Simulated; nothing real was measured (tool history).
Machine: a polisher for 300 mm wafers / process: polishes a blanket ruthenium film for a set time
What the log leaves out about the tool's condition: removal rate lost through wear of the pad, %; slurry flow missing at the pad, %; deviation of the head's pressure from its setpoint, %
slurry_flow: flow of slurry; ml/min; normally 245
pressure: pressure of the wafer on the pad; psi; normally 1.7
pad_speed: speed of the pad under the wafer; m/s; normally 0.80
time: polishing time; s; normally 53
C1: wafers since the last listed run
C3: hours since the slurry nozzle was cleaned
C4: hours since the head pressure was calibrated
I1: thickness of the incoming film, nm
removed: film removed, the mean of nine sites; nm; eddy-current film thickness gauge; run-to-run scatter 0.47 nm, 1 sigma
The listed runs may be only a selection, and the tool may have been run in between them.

Run 1, hour 0.0: usual settings; C1 0; wafers polished on this pad 100; C3 408.1; C4 70.1; I1 407.5. Result: removed 42.9 nm.
Run 2, hour 61.5: usual settings; C1 641; wafers polished on this pad 741; C3 469.6; C4 131.6; I1 409.4. Result: removed 42.6 nm.
Run 3, hour 121.3: usual settings but pad_speed 0.62 m/s; C1 623; wafers polished on this pad 1365; C3 529.4; C4 191.4; I1 416.5. Result: removed 32.8 nm.
Run 4, hour 151.3: usual settings but slurry_flow 190 ml/min, time 44 s; C1 312; wafers polished on this pad 1678; C3 559.4; C4 221.4; I1 407.3. Result: removed 34.1 nm.
Run 5, hour 183.3: usual settings but slurry_flow 190 ml/min, time 44 s; C1 333; wafers polished on this pad 2012; C3 591.4; C4 253.4; I1 418.5. Result: removed 33.0 nm.
Run 6, hour 239.3: usual settings; C1 584; wafers polished on this pad 2596; C3 647.4; C4 309.4; I1 410.4. Result: removed 41.3 nm.
Run 7, hour 293.9: usual settings but pressure 1.2 psi, time 68 s; C1 569; wafers polished on this pad 3166; C3 702.0; C4 364.0; I1 416.9. Result: removed 37.7 nm.
Run 8, hour 346.3: usual settings but pressure 1.2 psi, time 68 s; C1 546; wafers polished on this pad 3712; C3 754.4; C4 416.4; I1 410.9. Result: removed 37.9 nm.
At hour 399.5: slurry nozzle cleaned.
Run 9, hour 403.0: usual settings but pressure 1.2 psi, time 68 s; C1 581; wafers polished on this pad 4293; C3 3.5; C4 473.1; I1 409.7. Result: removed 38.8 nm.
Run 10, hour 463.2: usual settings but pressure 2.1 psi; C1 627; wafers polished on this pad 4921; C3 63.7; C4 533.3; I1 402.9. Result: removed 53.0 nm.
At hour 483.5: worn pad replaced by a new one.
Run 11, hour 525.5: usual settings but slurry_flow 310 ml/min; C1 608; wafers polished on this pad 437; C3 126.0; C4 595.6; I1 406.8. Result: removed 44.5 nm.
Run 12, hour 579.5: usual settings but slurry_flow 225 ml/min; C1 563; wafers polished on this pad 1001; C3 180.0; C4 649.6; I1 416.7. Result: removed 43.5 nm.
Run 13, hour 639.1: usual settings but pressure 1.3 psi; C1 621; wafers polished on this pad 1622; C3 239.6; C4 709.2; I1 413.0. Result: removed 33.1 nm.
Run 14, hour 701.6: usual settings but pressure 1.3 psi; C1 651; wafers polished on this pad 2274; C3 302.1; C4 771.7; I1 416.3. Result: removed 32.9 nm.
At hour 724.3: head pressure recalibrated.
Run 15, hour 765.2: usual settings but pressure 1.3 psi; C1 642; wafers polished on this pad 2917; C3 365.7; C4 40.9; I1 411.7. Result: removed 33.1 nm.
Run 16, hour 789.8: usual settings but slurry_flow 200 ml/min; C1 256; wafers polished on this pad 3174; C3 390.3; C4 65.5; I1 410.8. Result: removed 41.8 nm.
Run 17, hour 851.3: usual settings but slurry_flow 320 ml/min, pressure 1.9 psi, pad_speed 0.98 m/s, time 45 s; C1 641; wafers polished on this pad 3815; C3 451.8; C4 127.0; I1 409.1. Result: removed 51.2 nm.
Run 18, hour 905.3: usual settings but slurry_flow 185 ml/min; C1 563; wafers polished on this pad 4378; C3 505.8; C4 181.0; I1 408.1. Result: removed 40.8 nm.
Run 19, hour 968.3: usual settings but slurry_flow 290 ml/min, pad_speed 0.92 m/s; C1 657; wafers polished on this pad 5036; C3 568.8; C4 244.0; I1 414.9. Result: removed 49.4 nm.
At hour 997.4: worn pad replaced by a new one.
Run 20, hour 1134.7: usual settings but slurry_flow 190 ml/min, pressure 1.3 psi, pad_speed 1.04 m/s, time 60 s; C1 1694; wafers polished on this pad 1432; C3 735.2; C4 410.4; I1 411.2. Result: removed 44.4 nm.
Run 21, hour 1184.2: usual settings but time 42 s; C1 516; wafers polished on this pad 1948; C3 784.7; C4 459.9; I1 410.9. Result: removed 32.7 nm.
Run 22, hour 1218.4: usual settings but pad_speed 0.72 m/s, time 60 s; C1 356; wafers polished on this pad 2305; C3 818.9; C4 494.1; I1 409.1. Result: removed 40.6 nm.
Run 23, hour 1258.9: usual settings but slurry_flow 325 ml/min, time 38 s; C1 422; wafers polished on this pad 2727; C3 859.4; C4 534.6; I1 411.5. Result: removed 30.2 nm.
At hour 1289.3: slurry nozzle cleaned.
Run 24, hour 1310.8: usual settings but slurry_flow 305 ml/min; C1 530; wafers polished on this pad 3258; C3 21.5; C4 586.5; I1 410.3. Result: removed 45.3 nm.
Run 25, hour 1344.8: usual settings but pressure 1.4 psi; C1 354; wafers polished on this pad 3613; C3 55.5; C4 620.5; I1 412.0. Result: removed 35.9 nm.
Run 26, hour 1408.2: usual settings but slurry_flow 300 ml/min; C1 661; wafers polished on this pad 4274; C3 118.9; C4 683.9; I1 409.9. Result: removed 44.0 nm.
At hour 1441.7: worn pad replaced by a new one.
Run 27, hour 1456.5: usual settings but pressure 1.5 psi; C1 462; wafers polished on this pad 154; C3 167.2; C4 732.2; I1 408.6. Result: removed 38.3 nm.
At hour 1461.6: head pressure recalibrated.
Run 28, hour 1516.2: usual settings but slurry_flow 175 ml/min; C1 601; wafers polished on this pad 756; C3 226.9; C4 54.6; I1 406.8. Result: removed 41.0 nm.
Run 29, hour 1561.9: usual settings but slurry_flow 220 ml/min; C1 476; wafers polished on this pad 1232; C3 272.6; C4 100.3; I1 411.2. Result: removed 43.0 nm.
Run 30, hour 1605.3: usual settings but pad_speed 0.96 m/s; C1 452; wafers polished on this pad 1685; C3 316.0; C4 143.7; I1 406.8. Result: removed 52.1 nm.

Run 31, settings as shown, results not yet in. Your forecast:
Run 31, hour 1656.6: usual settings; C1 535; wafers polished on this pad 2220; C3 367.3; C4 195.0; I1 412.9. Result: removed ?.

{"run 31": {"removed": 43.3}}
With no hidden state in the tool, this same run would have given removed 43.9 nm.
